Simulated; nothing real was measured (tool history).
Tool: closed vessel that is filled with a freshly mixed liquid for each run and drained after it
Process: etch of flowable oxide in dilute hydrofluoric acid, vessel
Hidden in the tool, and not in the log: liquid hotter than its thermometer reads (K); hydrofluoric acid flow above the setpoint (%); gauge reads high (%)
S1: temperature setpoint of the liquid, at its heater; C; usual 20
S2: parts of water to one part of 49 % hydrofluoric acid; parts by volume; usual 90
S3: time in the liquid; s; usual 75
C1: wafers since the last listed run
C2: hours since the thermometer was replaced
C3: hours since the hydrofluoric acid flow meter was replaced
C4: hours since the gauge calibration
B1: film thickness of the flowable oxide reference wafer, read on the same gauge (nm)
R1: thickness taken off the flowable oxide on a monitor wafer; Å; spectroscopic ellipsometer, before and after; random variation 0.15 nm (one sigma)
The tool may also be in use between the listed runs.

run 1 hour=0 | S1=18 S2=90 S3=75 | C1=0 C2=1336.3 C3=877.6 C4=142.7 | B1=80 | R1=210.5
-- hour=32.3 gauge calibrated
run 2 hour=52.3 | S1=17.5 S2=90 S3=75 | C1=7385 C2=1388.6 C3=929.9 C4=20 | B1=80.03 | R1=208.1
run 3 hour=65.5 | S1=17.5 S2=90 S3=75 | C1=1864 C2=1401.8 C3=943.1 C4=33.2 | B1=80.03 | R1=207.1
run 4 hour=81.5 | S1=17.5 S2=90 S3=75 | C1=2259 C2=1417.8 C3=959.1 C4=49.2 | B1=79.99 | R1=211.9
run 5 hour=99 | S1=20 S2=90 S3=75 | C1=2471 C2=1435.3 C3=976.6 C4=66.7 | B1=79.99 | R1=229.8
run 6 hour=131.3 | S1=20 S2=90 S3=75 | C1=4561 C2=1467.6 C3=1008.9 C4=99 | B1=79.98 | R1=233.1
run 7 hour=184.4 | S1=20 S2=90 S3=75 | C1=7498 C2=1520.7 C3=1062 C4=152.1 | B1=80 | R1=233.8
run 8 hour=198.7 | S1=19 S2=90 S3=75 | C1=2019 C2=1535 C3=1076.3 C4=166.4 | B1=80.02 | R1=223.7
-- hour=208.8 gauge calibrated
-- hour=209.8 hydrofluoric acid flow meter replaced
run 9 hour=213.2 | S1=23 S2=125 S3=75 | C1=1906 C2=1549.5 C3=3.4 C4=4.4 | B1=80 | R1=166
run 10 hour=220.4 | S1=22.5 S2=110 S3=90 | C1=1016 C2=1556.7 C3=10.6 C4=11.6 | B1=80.01 | R1=221
run 11 hour=228.5 | S1=20 S2=90 S3=75 | C1=1143 C2=1564.8 C3=18.7 C4=19.7 | B1=80.04 | R1=212.5
run 12 hour=241.2 | S1=20 S2=90 S3=30 | C1=1793 C2=1577.5 C3=31.4 C4=32.4 | B1=80.03 | R1=85.3
-- hour=242.3 thermometer replaced
run 13 hour=284.1 | S1=20 S2=90 S3=105 | C1=5916 C2=41.8 C3=74.3 C4=75.3 | B1=79.99 | R1=292.8
run 14 hour=296.6 | S1=24 S2=55 S3=35 | C1=1765 C2=54.3 C3=86.8 C4=87.8 | B1=80.01 | R1=200.4
run 15 hour=316.8 | S1=20 S2=90 S3=75 | C1=2852 C2=74.5 C3=107 C4=108 | B1=79.99 | R1=214.3
run 16 hour=331.1 | S1=20 S2=90 S3=75 | C1=2019 C2=88.8 C3=121.3 C4=122.3 | B1=79.96 | R1=215.9
run 17 hour=348.3 | S1=23 S2=115 S3=50 | C1=2428 C2=106 C3=138.5 C4=139.5 | B1=80.01 | R1=123

3 ways to go on from here, each from the tool as it stands after run 17. What would each give?
run A hour=349 | S1=20 S2=90 S3=75 | C1=98 C2=106.7 C3=139.2 C4=140.2 | B1=? | R1=?
run B hour=349 | S1=20 S2=90 S3=35 | C1=98 C2=106.7 C3=139.2 C4=140.2 | B1=? | R1=?
run C hour=349 | S1=22 S2=115 S3=35 | C1=98 C2=106.7 C3=139.2 C4=140.2 | B1=? | R1=?

run=A B1=80.03 R1=214.3
run=B B1=80.03 R1=100
run=C B1=80.03 R1=82.6
Without the tool's hidden state the same runs would have given:
run=A R1=206
run=B R1=96.2
run=C R1=79.3
